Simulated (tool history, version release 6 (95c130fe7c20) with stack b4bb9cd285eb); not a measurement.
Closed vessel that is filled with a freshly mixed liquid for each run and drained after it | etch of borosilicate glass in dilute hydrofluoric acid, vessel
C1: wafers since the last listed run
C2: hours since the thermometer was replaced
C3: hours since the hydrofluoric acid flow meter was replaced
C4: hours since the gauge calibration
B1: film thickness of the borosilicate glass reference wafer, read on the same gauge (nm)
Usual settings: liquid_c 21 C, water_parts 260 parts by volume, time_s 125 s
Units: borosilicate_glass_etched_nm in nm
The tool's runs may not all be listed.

{"run": 1, "hour": 0.0, "liquid_c": 21, "water_parts": 175, "time_s": 125, "C1": 0, "C2": 1980.9, "C3": 1652, "C4": 694.9, "B1": 39.98, "borosilicate_glass_etched_nm": 18.28}
{"run": 2, "hour": 52.8, "liquid_c": 21, "water_parts": 175, "time_s": 125, "C1": 3736, "C2": 2033.7, "C3": 1704.8, "C4": 747.7, "B1": 39.97, "borosilicate_glass_etched_nm": 18.99}
{"run": 3, "hour": 94.3, "liquid_c": 21, "water_parts": 260, "time_s": 100, "C1": 2937, "C2": 2075.2, "C3": 1746.3, "C4": 789.2, "B1": 39.99, "borosilicate_glass_etched_nm": 9.11}
{"run": 4, "hour": 162.5, "liquid_c": 21, "water_parts": 260, "time_s": 100, "C1": 4826, "C2": 2143.4, "C3": 1814.5, "C4": 857.4, "B1": 40.01, "borosilicate_glass_etched_nm": 9.11}
{"run": 5, "hour": 202.0, "liquid_c": 21, "water_parts": 260, "time_s": 145, "C1": 2795, "C2": 2182.9, "C3": 1854, "C4": 896.9, "B1": 39.97, "borosilicate_glass_etched_nm": 13.22}
{"run": 6, "hour": 239.8, "liquid_c": 21, "water_parts": 260, "time_s": 145, "C1": 2675, "C2": 2220.7, "C3": 1891.8, "C4": 934.7, "B1": 40.04, "borosilicate_glass_etched_nm": 13.2}
{"run": 7, "hour": 284.2, "liquid_c": 21, "water_parts": 205, "time_s": 125, "C1": 3142, "C2": 2265.1, "C3": 1936.2, "C4": 979.1, "B1": 39.99, "borosilicate_glass_etched_nm": 15.12}
{"run": 8, "hour": 318.6, "liquid_c": 21, "water_parts": 205, "time_s": 125, "C1": 2434, "C2": 2299.5, "C3": 1970.6, "C4": 1013.5, "B1": 40, "borosilicate_glass_etched_nm": 15.32}
{"hour": 364.0, "done": "hydrofluoric acid flow meter replaced"}
{"hour": 385.6, "done": "gauge calibrated"}
{"run": 9, "hour": 385.7, "liquid_c": 21, "water_parts": 260, "time_s": 125, "C1": 4678, "C2": 2366.6, "C3": 21.7, "C4": 0.1, "B1": 40.03, "borosilicate_glass_etched_nm": 12.44}
{"run": 10, "hour": 418.5, "liquid_c": 21, "water_parts": 260, "time_s": 125, "C1": 2321, "C2": 2399.4, "C3": 54.5, "C4": 32.9, "B1": 40.01, "borosilicate_glass_etched_nm": 12.22}
{"hour": 426.8, "done": "thermometer replaced"}
{"run": 11, "hour": 454.9, "liquid_c": 21, "water_parts": 260, "time_s": 125, "C1": 2505, "C2": 28.1, "C3": 90.9, "C4": 69.3, "B1": 40, "borosilicate_glass_etched_nm": 12.25}
{"run": 12, "hour": 504.4, "liquid_c": 21, "water_parts": 260, "time_s": 125, "C1": 3503, "C2": 77.6, "C3": 140.4, "C4": 118.8, "B1": 40, "borosilicate_glass_etched_nm": 12.42}
{"run": 13, "hour": 557.7, "liquid_c": 21, "water_parts": 260, "time_s": 125, "C1": 3772, "C2": 130.9, "C3": 193.7, "C4": 172.1, "B1": 40, "borosilicate_glass_etched_nm": 12.19}
{"run": 14, "hour": 589.2, "liquid_c": 18, "water_parts": 215, "time_s": 75, "C1": 2229, "C2": 162.4, "C3": 225.2, "C4": 203.6, "B1": 40.02, "borosilicate_glass_etched_nm": 8.2}
{"run": 15, "hour": 648.2, "liquid_c": 18, "water_parts": 295, "time_s": 165, "C1": 4175, "C2": 221.4, "C3": 284.2, "C4": 262.6, "B1": 39.98, "borosilicate_glass_etched_nm": 12.51}
{"run": 16, "hour": 701.4, "liquid_c": 23.5, "water_parts": 315, "time_s": 195, "C1": 3765, "C2": 274.6, "C3": 337.4, "C4": 315.8, "B1": 40.03, "borosilicate_glass_etched_nm": 16.34}
{"run": 17, "hour": 747.8, "liquid_c": 21, "water_parts": 360, "time_s": 105, "C1": 3283, "C2": 321, "C3": 383.8, "C4": 362.2, "B1": 39.97, "borosilicate_glass_etched_nm": 6.77}
{"run": 18, "hour": 794.4, "liquid_c": 21, "water_parts": 260, "time_s": 100, "C1": 3298, "C2": 367.6, "C3": 430.4, "C4": 408.8, "B1": 40.01, "borosilicate_glass_etched_nm": 9.89}
{"run": 19, "hour": 819.0, "liquid_c": 18, "water_parts": 260, "time_s": 125, "C1": 1741, "C2": 392.2, "C3": 455, "C4": 433.4, "B1": 40.01, "borosilicate_glass_etched_nm": 10.91}
{"run": 20, "hour": 845.4, "liquid_c": 21, "water_parts": 175, "time_s": 125, "C1": 1868, "C2": 418.6, "C3": 481.4, "C4": 459.8, "B1": 39.99, "borosilicate_glass_etched_nm": 19.5}
{"run": 21, "hour": 889.3, "liquid_c": 17, "water_parts": 260, "time_s": 125, "C1": 3107, "C2": 462.5, "C3": 525.3, "C4": 503.7, "B1": 40.02, "borosilicate_glass_etched_nm": 10.48}
{"run": 22, "hour": 919.4, "liquid_c": 21, "water_parts": 260, "time_s": 125, "C1": 2130, "C2": 492.6, "C3": 555.4, "C4": 533.8, "B1": 39.99, "borosilicate_glass_etched_nm": 12}
{"run": 23, "hour": 1010.4, "liquid_c": 19.5, "water_parts": 175, "time_s": 55, "C1": 6440, "C2": 583.6, "C3": 646.4, "C4": 624.8, "B1": 39.98, "borosilicate_glass_etched_nm": 8}
{"run": 24, "hour": 1065.5, "liquid_c": 21, "water_parts": 260, "time_s": 125, "C1": 3899, "C2": 638.7, "C3": 701.5, "C4": 679.9, "B1": 40.02, "borosilicate_glass_etched_nm": 12.02}

Forecast each of these 5 alternatives for the next run:
{"run": "A", "hour": 1066.2, "liquid_c": 21, "water_parts": 260, "time_s": 125, "C1": 49, "C2": 639.4, "C3": 702.2, "C4": 680.6, "B1": "?", "borosilicate_glass_etched_nm": "?"}
{"run": "B", "hour": 1066.2, "liquid_c": 21, "water_parts": 165, "time_s": 125, "C1": 49, "C2": 639.4, "C3": 702.2, "C4": 680.6, "B1": "?", "borosilicate_glass_etched_nm": "?"}
{"run": "C", "hour": 1066.2, "liquid_c": 23.5, "water_parts": 320, "time_s": 195, "C1": 49, "C2": 639.4, "C3": 702.2, "C4": 680.6, "B1": "?", "borosilicate_glass_etched_nm": "?"}
{"run": "D", "hour": 1066.2, "liquid_c": 21, "water_parts": 320, "time_s": 125, "C1": 49, "C2": 639.4, "C3": 702.2, "C4": 680.6, "B1": "?", "borosilicate_glass_etched_nm": "?"}
{"run": "E", "hour": 1066.2, "liquid_c": 23.5, "water_parts": 140, "time_s": 160, "C1": 49, "C2": 639.4, "C3": 702.2, "C4": 680.6, "B1": "?", "borosilicate_glass_etched_nm": "?"}

run=A B1=39.98 borosilicate_glass_etched_nm=12.06
run=B B1=39.98 borosilicate_glass_etched_nm=20.93
run=C B1=39.98 borosilicate_glass_etched_nm=15.76
run=D B1=39.98 borosilicate_glass_etched_nm=9.26
run=E B1=39.98 borosilicate_glass_etched_nm=35.77
Without the tool's hidden state the same runs would have given:
run=A borosilicate_glass_etched_nm=12.51
run=B borosilicate_glass_etched_nm=21.66
run=C borosilicate_glass_etched_nm=16.38
run=D borosilicate_glass_etched_nm=9.62
run=E borosilicate_glass_etched_nm=37.01
